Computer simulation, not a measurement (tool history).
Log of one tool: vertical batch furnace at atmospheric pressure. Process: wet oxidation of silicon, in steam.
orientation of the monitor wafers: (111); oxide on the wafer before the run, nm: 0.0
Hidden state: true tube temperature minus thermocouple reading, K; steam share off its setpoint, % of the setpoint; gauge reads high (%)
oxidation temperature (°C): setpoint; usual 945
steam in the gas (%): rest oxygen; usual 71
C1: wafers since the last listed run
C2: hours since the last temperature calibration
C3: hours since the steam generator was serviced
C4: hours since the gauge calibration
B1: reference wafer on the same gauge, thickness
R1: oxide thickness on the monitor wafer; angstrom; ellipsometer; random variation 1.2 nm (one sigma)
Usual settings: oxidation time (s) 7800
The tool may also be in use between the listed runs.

Run 1, hour 0.0: usual settings but steam in the gas (%) 80; C1 0; C2 2147.0; C3 1250.0; C4 950.1; B1 369.95. Result: R1 4857.4 angstrom.
Run 2, hour 46.3: usual settings but steam in the gas (%) 80; C1 572; C2 2193.3; C3 1296.3; C4 996.4; B1 369.92. Result: R1 4850.8 angstrom.
Run 3, hour 105.4: usual settings; C1 730; C2 2252.4; C3 1355.4; C4 1055.5; B1 369.93. Result: R1 4468.3 angstrom.
Run 4, hour 218.0: usual settings; C1 1391; C2 2365.0; C3 1468.0; C4 1168.1; B1 370.17. Result: R1 4467.7 angstrom.
Run 5, hour 263.4: usual settings; C1 561; C2 2410.4; C3 1513.4; C4 1213.5; B1 370.09. Result: R1 4459.7 angstrom.
Run 6, hour 332.7: usual settings but oxidation temperature (°C) 961; C1 856; C2 2479.7; C3 1582.7; C4 1282.8; B1 369.90. Result: R1 4992.9 angstrom.
Run 7, hour 377.0: usual settings but oxidation temperature (°C) 961; C1 547; C2 2524.0; C3 1627.0; C4 1327.1; B1 370.01. Result: R1 4982.2 angstrom.
Run 8, hour 423.8: usual settings but oxidation temperature (°C) 961; C1 578; C2 2570.8; C3 1673.8; C4 1373.9; B1 370.13. Result: R1 4980.6 angstrom.
Run 9, hour 457.6: usual settings but steam in the gas (%) 74; C1 417; C2 2604.6; C3 1707.6; C4 1407.7; B1 369.78. Result: R1 4583.5 angstrom.
Run 10, hour 501.1: usual settings but steam in the gas (%) 74; C1 537; C2 2648.1; C3 1751.1; C4 1451.2; B1 370.01. Result: R1 4597.6 angstrom.
Run 11, hour 530.4: usual settings; C1 362; C2 2677.4; C3 1780.4; C4 1480.5; B1 370.00. Result: R1 4460.6 angstrom.
Run 12, hour 576.3: usual settings; C1 567; C2 2723.3; C3 1826.3; C4 1526.4; B1 370.05. Result: R1 4452.7 angstrom.
Run 13, hour 650.3: usual settings; C1 914; C2 2797.3; C3 1900.3; C4 1600.4; B1 370.21. Result: R1 4436.6 angstrom.
Run 14, hour 704.4: usual settings but oxidation temperature (°C) 930; C1 668; C2 2851.4; C3 1954.4; C4 1654.5; B1 369.88. Result: R1 4008.3 angstrom.
Run 15, hour 773.0: usual settings but oxidation temperature (°C) 930; C1 847; C2 2920.0; C3 2023.0; C4 1723.1; B1 370.01. Result: R1 4000.8 angstrom.
Run 16, hour 804.8: usual settings but oxidation temperature (°C) 930; C1 393; C2 2951.8; C3 2054.8; C4 1754.9; B1 370.14. Result: R1 3995.5 angstrom.
At hour 866.4: steam generator serviced.
Run 17, hour 866.9: usual settings; C1 470; C2 3013.9; C3 0.5; C4 1817.0; B1 370.03. Result: R1 4549.8 angstrom.
Run 18, hour 877.0: usual settings; C1 124; C2 3024.0; C3 10.6; C4 1827.1; B1 369.83. Result: R1 4565.5 angstrom.
Run 19, hour 918.1: usual settings; C1 507; C2 3065.1; C3 51.7; C4 1868.2; B1 370.05. Result: R1 4539.2 angstrom.
Run 20, hour 976.2: usual settings but steam in the gas (%) 75; C1 718; C2 3123.2; C3 109.8; C4 1926.3; B1 370.05. Result: R1 4725.5 angstrom.
Run 21, hour 1029.7: usual settings but oxidation temperature (°C) 967, oxidation time (s) 10950, steam in the gas (%) 67; C1 661; C2 3176.7; C3 163.3; C4 1979.8; B1 370.05. Result: R1 6287.4 angstrom.
Run 22, hour 1099.8: usual settings but oxidation temperature (°C) 958, oxidation time (s) 9540; C1 866; C2 3246.8; C3 233.4; C4 2049.9; B1 369.68. Result: R1 5627.4 angstrom.
Run 23, hour 1124.7: usual settings but oxidation temperature (°C) 967, oxidation time (s) 10950, steam in the gas (%) 67; C1 307; C2 3271.7; C3 258.3; C4 2074.8; B1 370.20. Result: R1 6256.5 angstrom.
At hour 1164.8: thermocouples replaced and temperature profile calibrated.
Run 24, hour 1182.7: usual settings but steam in the gas (%) 68; C1 420; C2 17.9; C3 316.3; C4 2132.8; B1 370.05. Result: R1 4418.8 angstrom.
Run 25, hour 1242.8: usual settings but oxidation temperature (°C) 926, oxidation time (s) 11340, steam in the gas (%) 63; C1 742; C2 78.0; C3 376.4; C4 2192.9; B1 370.18. Result: R1 4712.0 angstrom.
At hour 1245.9: gauge calibrated.
Run 26, hour 1301.7: usual settings but oxidation temperature (°C) 959, oxidation time (s) 5160, steam in the gas (%) 74; C1 727; C2 136.9; C3 435.3; C4 55.8; B1 369.81. Result: R1 3887.7 angstrom.
Run 27, hour 1360.3: usual settings but steam in the gas (%) 68; C1 724; C2 195.5; C3 493.9; C4 114.4; B1 369.84. Result: R1 4415.5 angstrom.
Run 28, hour 1406.7: usual settings but oxidation temperature (°C) 968, oxidation time (s) 5490, steam in the gas (%) 74; C1 573; C2 241.9; C3 540.3; C4 160.8; B1 369.98. Result: R1 4306.4 angstrom.
Run 29, hour 1457.3: usual settings; C1 625; C2 292.5; C3 590.9; C4 211.4; B1 369.74. Result: R1 4529.6 angstrom.
Run 30, hour 1521.1: usual settings but oxidation temperature (°C) 953; C1 788; C2 356.3; C3 654.7; C4 275.2; B1 370.07. Result: R1 4791.3 angstrom.
Run 31, hour 1549.8: usual settings but steam in the gas (%) 74; C1 354; C2 385.0; C3 683.4; C4 303.9; B1 369.88. Result: R1 4657.4 angstrom.
Run 32, hour 1604.7: usual settings but oxidation temperature (°C) 922, oxidation time (s) 10410; C1 678; C2 439.9; C3 738.3; C4 358.8; B1 370.23. Result: R1 4685.7 angstrom.
Run 33, hour 1642.1: usual settings but oxidation temperature (°C) 961; C1 462; C2 477.3; C3 775.7; C4 396.2; B1 370.12. Result: R1 5041.0 angstrom.
Run 34, hour 1681.1: usual settings but oxidation temperature (°C) 961, oxidation time (s) 9120; C1 482; C2 516.3; C3 814.7; C4 435.2; B1 370.16. Result: R1 5537.6 angstrom.
Run 35, hour 1711.9: usual settings but oxidation temperature (°C) 937, oxidation time (s) 9960, steam in the gas (%) 78; C1 380; C2 547.1; C3 845.5; C4 466.0; B1 369.87. Result: R1 5341.9 angstrom.
Run 36, hour 1771.5: usual settings but oxidation temperature (°C) 928, oxidation time (s) 11280, steam in the gas (%) 60; C1 736; C2 606.7; C3 905.1; C4 525.6; B1 370.12. Result: R1 4588.5 angstrom.
Run 37, hour 1830.1: usual settings; C1 724; C2 665.3; C3 963.7; C4 584.2; B1 370.05. Result: R1 4506.8 angstrom.
Run 38, hour 1865.4: usual settings but oxidation time (s) 5520; C1 436; C2 700.6; C3 999.0; C4 619.5; B1 370.20. Result: R1 3562.9 angstrom.

The tool's hidden state at each run:
true tube temperature minus thermocouple reading, K: 0 in every run
gauge reads high (%): 0 in every run
H1: steam share off its setpoint, % of the setpoint
run      H1
  1   -2.41
  2   -2.49
  3   -2.59
  4   -2.77
  5   -2.85
  6   -2.96
  7   -3.04
  8   -3.12
  9   -3.17
 10   -3.24
 11   -3.29
 12   -3.37
 13   -3.49
 14   -3.58
 15    -3.7
 16   -3.75
 17   -0.23
 18  -0.247
 19  -0.316
 20  -0.412
 21  -0.502
 22  -0.618
 23   -0.66
 24  -0.756
 25  -0.857
 26  -0.955
 27   -1.05
 28   -1.13
 29   -1.21
 30   -1.32
 31   -1.37
 32   -1.46
 33   -1.52
 34   -1.59
 35   -1.64
 36   -1.74
 37   -1.84
 38   -1.89

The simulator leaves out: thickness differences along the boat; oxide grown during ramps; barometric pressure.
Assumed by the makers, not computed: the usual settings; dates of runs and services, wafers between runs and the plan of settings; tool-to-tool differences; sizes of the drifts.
